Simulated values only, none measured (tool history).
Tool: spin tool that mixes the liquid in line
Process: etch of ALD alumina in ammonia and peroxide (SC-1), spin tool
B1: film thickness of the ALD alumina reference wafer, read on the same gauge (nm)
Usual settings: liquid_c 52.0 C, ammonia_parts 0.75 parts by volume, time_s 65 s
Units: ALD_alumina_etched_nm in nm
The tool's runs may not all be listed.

{"run": 1, "hour": 0.0, "liquid_c": 52.0, "ammonia_parts": 0.65, "time_s": 65, "B1": 130.01, "ALD_alumina_etched_nm": 5.15}
{"run": 2, "hour": 84.9, "liquid_c": 52.0, "ammonia_parts": 0.75, "time_s": 65, "B1": 130.02, "ALD_alumina_etched_nm": 5.27}
{"run": 3, "hour": 181.7, "liquid_c": 52.0, "ammonia_parts": 0.75, "time_s": 65, "B1": 129.98, "ALD_alumina_etched_nm": 5.26}
{"run": 4, "hour": 228.1, "liquid_c": 52.0, "ammonia_parts": 0.75, "time_s": 65, "B1": 129.99, "ALD_alumina_etched_nm": 5.2}
{"hour": 239.4, "done": "new drum of ammonia solution connected"}
{"hour": 425.1, "done": "heated supply line repaired"}
{"run": 5, "hour": 459.7, "liquid_c": 52.0, "ammonia_parts": 0.75, "time_s": 65, "B1": 129.98, "ALD_alumina_etched_nm": 5.17}
{"run": 6, "hour": 499.9, "liquid_c": 52.0, "ammonia_parts": 0.75, "time_s": 65, "B1": 129.99, "ALD_alumina_etched_nm": 5.19}
{"run": 7, "hour": 544.6, "liquid_c": 52.0, "ammonia_parts": 0.75, "time_s": 90, "B1": 130.01, "ALD_alumina_etched_nm": 7.13}
{"run": 8, "hour": 610.9, "liquid_c": 52.0, "ammonia_parts": 0.85, "time_s": 75, "B1": 129.99, "ALD_alumina_etched_nm": 6.06}
{"hour": 662.8, "done": "gauge calibrated"}
{"run": 9, "hour": 710.3, "liquid_c": 52.0, "ammonia_parts": 0.85, "time_s": 75, "B1": 130.02, "ALD_alumina_etched_nm": 6.03}
{"run": 10, "hour": 757.8, "liquid_c": 56.5, "ammonia_parts": 0.5, "time_s": 50, "B1": 130.01, "ALD_alumina_etched_nm": 4.84}
{"run": 11, "hour": 797.6, "liquid_c": 48.0, "ammonia_parts": 0.45, "time_s": 35, "B1": 129.97, "ALD_alumina_etched_nm": 2.1}
{"run": 12, "hour": 851.3, "liquid_c": 45.0, "ammonia_parts": 0.6, "time_s": 30, "B1": 129.99, "ALD_alumina_etched_nm": 1.54}
{"hour": 904.4, "done": "new drum of ammonia solution connected"}
{"run": 13, "hour": 910.9, "liquid_c": 52.0, "ammonia_parts": 0.95, "time_s": 65, "B1": 129.97, "ALD_alumina_etched_nm": 5.21}
{"hour": 924.3, "done": "ammonia flow meter replaced"}
{"run": 14, "hour": 1009.8, "liquid_c": 43.5, "ammonia_parts": 0.75, "time_s": 65, "B1": 130.04, "ALD_alumina_etched_nm": 3.19}
{"hour": 1099.8, "done": "heated supply line repaired"}
{"run": 15, "hour": 1114.8, "liquid_c": 52.0, "ammonia_parts": 0.75, "time_s": 65, "B1": 129.99, "ALD_alumina_etched_nm": 5.03}
{"run": 16, "hour": 1159.8, "liquid_c": 47.0, "ammonia_parts": 0.75, "time_s": 85, "B1": 130.01, "ALD_alumina_etched_nm": 5.03}
{"hour": 1250.2, "done": "thermometer replaced"}
{"run": 17, "hour": 1340.7, "liquid_c": 49.0, "ammonia_parts": 0.75, "time_s": 30, "B1": 130.0, "ALD_alumina_etched_nm": 2.13}
{"run": 18, "hour": 1387.9, "liquid_c": 52.0, "ammonia_parts": 0.75, "time_s": 65, "B1": 130.01, "ALD_alumina_etched_nm": 5.49}
{"hour": 1416.8, "done": "new drum of ammonia solution connected"}
{"run": 19, "hour": 1465.4, "liquid_c": 52.0, "ammonia_parts": 0.75, "time_s": 65, "B1": 129.97, "ALD_alumina_etched_nm": 5.38}
{"run": 20, "hour": 1571.3, "liquid_c": 42.5, "ammonia_parts": 1.05, "time_s": 35, "B1": 130.02, "ALD_alumina_etched_nm": 1.78}
{"hour": 1780.1, "done": "heated supply line repaired"}
{"run": 21, "hour": 1850.3, "liquid_c": 42.5, "ammonia_parts": 0.55, "time_s": 85, "B1": 129.99, "ALD_alumina_etched_nm": 3.99}
{"run": 22, "hour": 1944.1, "liquid_c": 52.0, "ammonia_parts": 0.4, "time_s": 30, "B1": 130.02, "ALD_alumina_etched_nm": 2.34}
{"run": 23, "hour": 2046.1, "liquid_c": 46.5, "ammonia_parts": 0.9, "time_s": 95, "B1": 129.98, "ALD_alumina_etched_nm": 5.78}
{"hour": 2051.4, "done": "new drum of ammonia solution connected"}
{"run": 24, "hour": 2138.9, "liquid_c": 59.5, "ammonia_parts": 0.45, "time_s": 35, "B1": 130.0, "ALD_alumina_etched_nm": 4.06}
{"run": 25, "hour": 2233.3, "liquid_c": 42.5, "ammonia_parts": 1.0, "time_s": 80, "B1": 130.0, "ALD_alumina_etched_nm": 3.89}
{"hour": 2311.3, "done": "ammonia flow meter replaced"}
{"run": 26, "hour": 2317.0, "liquid_c": 59.0, "ammonia_parts": 0.6, "time_s": 80, "B1": 129.96, "ALD_alumina_etched_nm": 9.12}

3 ways to go on from here, each from the tool as it stands after run 26. What would each give?
{"run": "A", "hour": 2317.4, "liquid_c": 52.0, "ammonia_parts": 0.75, "time_s": 80, "B1": "?", "ALD_alumina_etched_nm": "?"}
{"run": "B", "hour": 2317.4, "liquid_c": 57.0, "ammonia_parts": 0.75, "time_s": 75, "B1": "?", "ALD_alumina_etched_nm": "?"}
{"run": "C", "hour": 2317.4, "liquid_c": 47.0, "ammonia_parts": 0.75, "time_s": 65, "B1": "?", "ALD_alumina_etched_nm": "?"}

run=A B1=129.99 ALD_alumina_etched_nm=6.59
run=B B1=129.99 ALD_alumina_etched_nm=8.08
run=C B1=129.99 ALD_alumina_etched_nm=4.06
Without the tool's hidden state the same runs would have given:
run=A ALD_alumina_etched_nm=6.81
run=B ALD_alumina_etched_nm=8.33
run=C ALD_alumina_etched_nm=4.20
